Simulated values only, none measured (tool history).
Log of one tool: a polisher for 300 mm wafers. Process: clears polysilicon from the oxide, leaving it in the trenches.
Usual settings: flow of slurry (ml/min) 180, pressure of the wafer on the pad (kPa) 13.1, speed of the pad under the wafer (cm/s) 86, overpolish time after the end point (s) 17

run,hour,flow of slurry (ml/min),pressure of the wafer on the pad (kPa),speed of the pad under the wafer (cm/s),overpolish time after the end point (s),wafers since the last listed run,wafers polished on this pad,hours since the slurry nozzle was cleaned,hours since the head pressure was calibrated,"incoming thickness of the incoming film, nm",time until the end point was called (s),dishing of a wide line in a test structure (nm)
1,0,180,13.1,86,17,0,284,501,182.3,448.6,63.6,47.2
2,14.2,180,13.1,86,17,149,433,515.2,196.5,444.4,66.1,45.8
3,25.2,180,13.1,86,17,115,549,526.2,207.5,459.9,68.6,46.7
4,41.8,180,13.1,100,17,174,723,542.8,224.1,453.3,59.5,47.3
5,51,180,13.1,100,17,96,820,552,233.3,451,58,48.9
# hour 96.1: slurry nozzle cleaned
6,100,180,13.1,86,11,503,1323,3.9,282.3,450.5,69.5,39.6
# hour 105: worn pad replaced by a new one
7,107.6,180,13.1,86,11,37,27,11.5,289.9,448.4,61.3,41.5
8,117.5,180,13.1,86,11,103,131,21.4,299.8,449.4,60.7,41
9,125.1,180,13.1,86,17,79,211,29,307.4,448.9,64.3,48.1
10,131.3,180,13.1,86,17,65,276,35.2,313.6,454.6,65.6,46.5
11,137.8,200,13.1,68,11,68,344,41.7,320.1,456.2,82.8,36.8
# hour 150.5: head pressure recalibrated
12,155,180,13.1,100,17,159,503,58.9,4.5,449.7,55.8,47.9
13,168.1,120,13.1,86,8,137,641,72,17.6,443.2,72.4,32.4
14,178.9,180,9,86,20,113,754,82.8,28.4,453.3,98.5,43.8
15,186.9,180,13.1,86,23,83,838,90.8,36.4,451.8,66.6,49.9
16,193.9,180,13.1,86,17,73,912,97.8,43.4,444.9,66.1,46.9
17,209.8,195,11,106,17,166,1079,113.7,59.3,452.8,65,48.7
18,227.2,180,13.1,86,17,182,1261,131.1,76.7,446.9,67.8,46.2
19,236,180,13.1,98,17,92,1354,139.9,85.5,452.3,58.2,48.3
# hour 245.9: worn pad replaced by a new one
20,246.9,225,15.2,66,25,72,10,150.8,96.4,456.3,66.4,51.3
21,260.9,180,9.7,86,17,146,157,164.8,110.4,448.4,87.5,42.5

Forecast each of these 3 alternatives for the next run:
A,261.3,180,13.1,86,17,4,161,165.2,110.8,449.9,?,?
B,261.3,180,11,86,17,4,161,165.2,110.8,449.9,?,?
C,261.3,120,13.1,72,17,4,161,165.2,110.8,449.9,?,?

run,time until the end point was called (s),dishing of a wide line in a test structure (nm)
A,62.1,48.2
B,73.7,45.8
C,80.5,44.4
Without the tool's hidden state the same runs would have given:
run,time until the end point was called (s),dishing of a wide line in a test structure (nm)
A,59.4,48.7
B,70.6,46.4
C,77.1,45.1
